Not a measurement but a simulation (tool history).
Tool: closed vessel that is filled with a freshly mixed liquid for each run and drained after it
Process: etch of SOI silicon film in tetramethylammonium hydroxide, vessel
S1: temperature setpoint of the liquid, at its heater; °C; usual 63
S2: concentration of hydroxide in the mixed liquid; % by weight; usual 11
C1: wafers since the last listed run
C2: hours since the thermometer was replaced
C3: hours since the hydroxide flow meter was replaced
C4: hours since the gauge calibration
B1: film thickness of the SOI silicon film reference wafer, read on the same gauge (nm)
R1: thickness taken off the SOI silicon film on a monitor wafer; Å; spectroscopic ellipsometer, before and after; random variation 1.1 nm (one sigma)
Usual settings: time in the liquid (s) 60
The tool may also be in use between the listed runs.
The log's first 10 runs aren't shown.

Run 11, hour 523.1: usual settings but S1 58.5 °C, S2 9 % by weight, time in the liquid (s) 35; C1 2253; C2 1091.1; C3 635.9; C4 2170.1; B1 29.99. Result: R1 1340 Å.
At hour 549.5: gauge calibrated.
At hour 588.2: hydroxide flow meter replaced.
Run 12, hour 716.5: usual settings but S1 58.5 °C, S2 8 % by weight, time in the liquid (s) 75; C1 14850; C2 1284.5; C3 128.3; C4 167; B1 30.04. Result: R1 2880 Å.
Run 13, hour 921.8: usual settings; C1 15846; C2 1489.8; C3 333.6; C4 372.3; B1 30.01. Result: R1 2751.2 Å.
Run 14, hour 980.9: usual settings but S1 58.5 °C, time in the liquid (s) 80; C1 4561; C2 1548.9; C3 392.7; C4 431.4; B1 29.98. Result: R1 2785.7 Å.
Run 15, hour 1047.5: usual settings but S1 60.5 °C; C1 5140; C2 1615.5; C3 459.3; C4 498; B1 29.98. Result: R1 2370.4 Å.
Run 16, hour 1077.7: usual settings but S2 8.5 % by weight, time in the liquid (s) 30; C1 2331; C2 1645.7; C3 489.5; C4 528.2; B1 30. Result: R1 1518.5 Å.
Run 17, hour 1148.4: usual settings but S1 67.5 °C, S2 13.5 % by weight, time in the liquid (s) 90; C1 5457; C2 1716.4; C3 560.2; C4 598.9; B1 30. Result: R1 5124.1 Å.
At hour 1156.2: thermometer replaced.
Run 18, hour 1190.6: usual settings but time in the liquid (s) 30; C1 3180; C2 34.4; C3 602.4; C4 641.1; B1 29.99. Result: R1 1467 Å.
Run 19, hour 1240.8: usual settings; C1 3874; C2 84.6; C3 652.6; C4 691.3; B1 29.99. Result: R1 2924.8 Å.

Run 20 comes next. What will it give?
Run 20, hour 1276.1: usual settings but S1 60.5 °C, S2 13.5 % by weight, time in the liquid (s) 50; C1 2724; C2 119.9; C3 687.9; C4 726.6; B1 ?. Result: R1 ?.

B1: 30.01
R1: 1938 Å
Without the tool's hidden state the same run would have given R1 1835 Å.
